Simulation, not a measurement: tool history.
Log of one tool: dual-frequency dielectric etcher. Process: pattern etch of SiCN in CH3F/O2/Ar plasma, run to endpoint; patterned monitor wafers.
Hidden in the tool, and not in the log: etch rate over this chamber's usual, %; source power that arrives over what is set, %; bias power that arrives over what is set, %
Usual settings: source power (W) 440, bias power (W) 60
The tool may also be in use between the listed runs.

| run | hour | source power (W) | bias power (W) | wafers since the last listed run | hours since the last wet clean | hours since the last source power generator calibration | hours since the last bias power generator calibration | hours since the last upper electrode change | incoming incoming film thickness, nm | endpoint time (s) |
|---|---|---|---|---|---|---|---|---|---|---|
| 1 | 0.0 | 440 | 60 | 0 | 444.1 | 1813.4 | 1128.3 | 3981.9 | 7.21 | 21.0 |
|  | 53.6 | wet clean of the chamber |
| 2 | 54.1 | 440 | 60 | 414 | 0.5 | 1867.5 | 1182.4 | 4036.0 | 7.15 | 20.2 |
| 3 | 86.2 | 440 | 49 | 441 | 32.6 | 1899.6 | 1214.5 | 4068.1 | 7.16 | 21.4 |
| 4 | 143.7 | 440 | 60 | 791 | 90.1 | 1957.1 | 1272.0 | 4125.6 | 7.18 | 20.1 |
| 5 | 181.1 | 440 | 60 | 514 | 127.5 | 1994.5 | 1309.4 | 4163.0 | 7.23 | 20.2 |
| 6 | 226.7 | 440 | 66 | 627 | 173.1 | 2040.1 | 1355.0 | 4208.6 | 7.22 | 19.9 |
| 7 | 282.6 | 440 | 66 | 769 | 229.0 | 2096.0 | 1410.9 | 4264.5 | 7.21 | 20.2 |
| 8 | 345.2 | 440 | 60 | 861 | 291.6 | 2158.6 | 1473.5 | 4327.1 | 7.19 | 20.9 |
| 9 | 397.1 | 440 | 60 | 714 | 343.5 | 2210.5 | 1525.4 | 4379.0 | 7.21 | 20.9 |
| 10 | 456.6 | 440 | 60 | 818 | 403.0 | 2270.0 | 1584.9 | 4438.5 | 7.21 | 21.2 |
| 11 | 492.6 | 440 | 60 | 495 | 439.0 | 2306.0 | 1620.9 | 4474.5 | 7.21 | 20.9 |
| 12 | 529.3 | 440 | 60 | 505 | 475.7 | 2342.7 | 1657.6 | 4511.2 | 7.18 | 21.2 |
|  | 576.6 | upper electrode replaced |
|  | 590.2 | wet clean of the chamber |
| 13 | 590.7 | 440 | 60 | 327 | 0.5 | 2404.1 | 1719.0 | 14.1 | 7.10 | 19.8 |
| 14 | 652.6 | 440 | 60 | 851 | 62.4 | 2466.0 | 1780.9 | 76.0 | 7.20 | 19.9 |
| 15 | 716.9 | 440 | 60 | 884 | 126.7 | 2530.3 | 1845.2 | 140.3 | 7.24 | 20.5 |
| 16 | 753.0 | 440 | 60 | 496 | 162.8 | 2566.4 | 1881.3 | 176.4 | 7.25 | 20.5 |
| 17 | 810.7 | 440 | 60 | 794 | 220.5 | 2624.1 | 1939.0 | 234.1 | 7.21 | 20.3 |
| 18 | 879.2 | 440 | 60 | 942 | 289.0 | 2692.6 | 2007.5 | 302.6 | 7.21 | 20.7 |
| 19 | 907.7 | 350 | 48 | 392 | 317.5 | 2721.1 | 2036.0 | 331.1 | 7.20 | 24.4 |

Forecast run 20:
| 20 | 970.4 | 440 | 60 | 862 | 380.2 | 2783.8 | 2098.7 | 393.8 | 7.30 | ? |

{"run 20": {"endpoint time (s)": 21.2}}
Without the tool's hidden state the same run would have given endpoint time (s) 20.5.
